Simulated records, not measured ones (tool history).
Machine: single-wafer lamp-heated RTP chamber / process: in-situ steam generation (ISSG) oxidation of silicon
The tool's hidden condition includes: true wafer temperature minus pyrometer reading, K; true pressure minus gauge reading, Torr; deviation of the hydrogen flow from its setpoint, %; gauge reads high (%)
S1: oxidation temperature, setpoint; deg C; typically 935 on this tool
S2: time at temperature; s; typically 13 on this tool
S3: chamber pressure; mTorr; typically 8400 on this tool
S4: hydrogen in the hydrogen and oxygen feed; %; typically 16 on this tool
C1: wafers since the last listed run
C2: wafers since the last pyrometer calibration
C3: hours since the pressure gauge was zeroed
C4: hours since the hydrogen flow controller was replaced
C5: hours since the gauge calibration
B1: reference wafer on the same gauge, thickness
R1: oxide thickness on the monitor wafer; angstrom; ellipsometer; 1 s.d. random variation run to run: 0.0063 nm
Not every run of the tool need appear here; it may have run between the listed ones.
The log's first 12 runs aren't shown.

run	hour	S1	S2	S3	S4	C1	C2	C3	C4	C5	B1	R1
13	164.8	949	13	8400	16	97	7614	34.5	5794.9	183.9	3.837	41.41
14	181.5	947	13	8400	16	108	7722	51.2	5811.6	200.6	3.84	41.14
15	202.9	947	13	8400	16	138	7861	72.6	5833	222	3.843	41.24
16	215.9	944	13	8400	25	84	7945	85.6	5846	235	3.837	45.62
# hour 230.5: hydrogen flow controller replaced
17	231	935	13	8400	16	45	7991	100.7	0.5	250.1	3.84	40.08
18	243.7	944	13	7700	11	82	8073	113.4	13.2	262.8	3.84	37.64
19	253.6	935	13	8400	23	64	8137	123.3	23.1	272.7	3.837	43.68
20	262.3	924	8	7400	16	56	8194	132	31.8	281.4	3.838	32.74
# hour 267: gauge calibrated
21	268.3	927	9	8400	16	38	8232	138	37.8	1.3	3.839	34.53
# hour 292.8: pyrometer window cleaned and pyrometer calibrated
22	293.3	935	17	8400	16	110	3	163	62.8	26.3	3.843	43.21
23	308.6	935	13	8400	11	99	102	178.3	78.1	41.6	3.838	36.04
24	322.6	917	13	8400	23	90	192	192.3	92.1	55.6	3.838	41.03
25	344.8	920	13	8900	16	143	336	214.5	114.3	77.8	3.838	37.59
26	358.2	935	13	8000	16	86	423	227.9	127.7	91.2	3.841	39.17
27	370.9	935	13	8400	16	82	505	240.6	140.4	103.9	3.839	39.07
28	384.3	935	13	8400	11	86	592	254	153.8	117.3	3.838	35.93
29	394.3	935	13	8400	12	64	657	264	163.8	127.3	3.84	36.7
30	407.6	935	13	8400	22	86	743	277.3	177.1	140.6	3.84	42.14

Consider 5 possible next runs. They are alternatives, not a sequence: every one starts from the tool as it was left by run 30. What does each give?
A	408.1	935	8	8400	16	3	746	277.8	177.6	141.1	?	?
B	408.1	935	8	7900	24	3	746	277.8	177.6	141.1	?	?
C	408.1	925	13	7000	16	3	746	277.8	177.6	141.1	?	?
D	408.1	943	13	9600	20	3	746	277.8	177.6	141.1	?	?
E	408.1	935	13	8400	25	3	746	277.8	177.6	141.1	?	?

run	B1	R1
A	3.842	32.95
B	3.842	36.67
C	3.842	38.11
D	3.842	41.48
E	3.842	43.62
Without the tool's hidden state the same runs would have given:
run	R1
A	32.89
B	36.6
C	38.03
D	41.38
E	43.52

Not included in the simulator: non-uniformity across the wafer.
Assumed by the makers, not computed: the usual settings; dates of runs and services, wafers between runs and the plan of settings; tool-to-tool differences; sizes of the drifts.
